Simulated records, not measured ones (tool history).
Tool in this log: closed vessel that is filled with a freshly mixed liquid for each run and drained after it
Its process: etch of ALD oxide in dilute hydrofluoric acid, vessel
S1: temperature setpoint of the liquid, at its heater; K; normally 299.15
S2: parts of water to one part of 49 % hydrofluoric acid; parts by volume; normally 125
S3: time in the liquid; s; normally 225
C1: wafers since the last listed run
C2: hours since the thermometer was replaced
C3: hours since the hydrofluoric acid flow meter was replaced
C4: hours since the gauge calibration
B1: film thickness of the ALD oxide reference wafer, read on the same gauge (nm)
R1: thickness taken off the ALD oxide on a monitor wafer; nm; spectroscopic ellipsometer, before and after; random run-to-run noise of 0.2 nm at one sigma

{"run": 1, "day": 0.0, "S1": 299.15, "S2": 125, "S3": 225, "C1": 0, "C2": 989.3, "C3": 901.3, "C4": 569.7, "B1": 30.01, "R1": 22.54}
{"run": 2, "day": 2.646, "S1": 299.15, "S2": 125, "S3": 225, "C1": 4895, "C2": 1052.8, "C3": 964.8, "C4": 633.2, "B1": 30.03, "R1": 22.61}
{"run": 3, "day": 4.833, "S1": 299.15, "S2": 125, "S3": 225, "C1": 4047, "C2": 1105.3, "C3": 1017.3, "C4": 685.7, "B1": 30, "R1": 22.53}
{"run": 4, "day": 7.417, "S1": 299.15, "S2": 170, "S3": 225, "C1": 4779, "C2": 1167.3, "C3": 1079.3, "C4": 747.7, "B1": 30.03, "R1": 15.49}
{"run": 5, "day": 9.283, "S1": 299.15, "S2": 90, "S3": 225, "C1": 3453, "C2": 1212.1, "C3": 1124.1, "C4": 792.5, "B1": 30, "R1": 32.3}
{"run": 6, "day": 10.562, "S1": 299.15, "S2": 90, "S3": 225, "C1": 2366, "C2": 1242.8, "C3": 1154.8, "C4": 823.2, "B1": 30, "R1": 32.49}
{"run": 7, "day": 11.888, "S1": 299.15, "S2": 90, "S3": 225, "C1": 2451, "C2": 1274.6, "C3": 1186.6, "C4": 855, "B1": 29.99, "R1": 32.09}
{"day": 14.196, "done": "thermometer replaced"}
{"day": 14.588, "done": "hydrofluoric acid flow meter replaced"}
{"run": 8, "day": 14.675, "S1": 299.15, "S2": 125, "S3": 225, "C1": 5003, "C2": 11.5, "C3": 2.1, "C4": 921.9, "B1": 29.99, "R1": 23.95}
{"day": 15.75, "done": "gauge calibrated"}
{"run": 9, "day": 17.429, "S1": 299.15, "S2": 125, "S3": 225, "C1": 5096, "C2": 77.6, "C3": 68.2, "C4": 40.3, "B1": 30.01, "R1": 23.96}
{"run": 10, "day": 18.783, "S1": 299.15, "S2": 155, "S3": 225, "C1": 2505, "C2": 110.1, "C3": 100.7, "C4": 72.8, "B1": 29.98, "R1": 18.78}
{"run": 11, "day": 21.012, "S1": 303.15, "S2": 85, "S3": 95, "C1": 4124, "C2": 163.6, "C3": 154.2, "C4": 126.3, "B1": 30.01, "R1": 18.04}
{"run": 12, "day": 22.525, "S1": 299.15, "S2": 125, "S3": 225, "C1": 2798, "C2": 199.9, "C3": 190.5, "C4": 162.6, "B1": 29.98, "R1": 23.76}
{"run": 13, "day": 24.829, "S1": 295.15, "S2": 125, "S3": 135, "C1": 4263, "C2": 255.2, "C3": 245.8, "C4": 217.9, "B1": 29.99, "R1": 12.25}
{"run": 14, "day": 26.954, "S1": 299.15, "S2": 125, "S3": 225, "C1": 3931, "C2": 306.2, "C3": 296.8, "C4": 268.9, "B1": 29.99, "R1": 23.4}
{"run": 15, "day": 29.425, "S1": 299.15, "S2": 125, "S3": 225, "C1": 4571, "C2": 365.5, "C3": 356.1, "C4": 328.2, "B1": 30.01, "R1": 23.34}
{"run": 16, "day": 30.7, "S1": 299.15, "S2": 125, "S3": 300, "C1": 2359, "C2": 396.1, "C3": 386.7, "C4": 358.8, "B1": 30, "R1": 31.12}
{"run": 17, "day": 32.254, "S1": 303.65, "S2": 150, "S3": 265, "C1": 2875, "C2": 433.4, "C3": 424, "C4": 396.1, "B1": 30, "R1": 26.32}
{"run": 18, "day": 33.883, "S1": 299.15, "S2": 175, "S3": 225, "C1": 3014, "C2": 472.5, "C3": 463.1, "C4": 435.2, "B1": 29.99, "R1": 15.71}

4 ways to go on from here, each from the tool as it stands after run 18. What would each give?
{"run": "A", "day": 33.912, "S1": 299.15, "S2": 100, "S3": 225, "C1": 53, "C2": 473.2, "C3": 463.8, "C4": 435.9, "B1": "?", "R1": "?"}
{"run": "B", "day": 33.912, "S1": 303.15, "S2": 70, "S3": 225, "C1": 53, "C2": 473.2, "C3": 463.8, "C4": 435.9, "B1": "?", "R1": "?"}
{"run": "C", "day": 33.912, "S1": 294.15, "S2": 85, "S3": 110, "C1": 53, "C2": 473.2, "C3": 463.8, "C4": 435.9, "B1": "?", "R1": "?"}
{"run": "D", "day": 33.912, "S1": 299.15, "S2": 75, "S3": 225, "C1": 53, "C2": 473.2, "C3": 463.8, "C4": 435.9, "B1": "?", "R1": "?"}

run=A B1=29.99 R1=30.1
run=B B1=29.99 R1=52.36
run=C B1=29.99 R1=14.4
run=D B1=29.99 R1=41.44
The same runs, with their run-to-run variation unchanged, on a tool lacking any hidden condition would have given:
run=A R1=31.49
run=B R1=54.74
run=C R1=15.1
run=D R1=43.39

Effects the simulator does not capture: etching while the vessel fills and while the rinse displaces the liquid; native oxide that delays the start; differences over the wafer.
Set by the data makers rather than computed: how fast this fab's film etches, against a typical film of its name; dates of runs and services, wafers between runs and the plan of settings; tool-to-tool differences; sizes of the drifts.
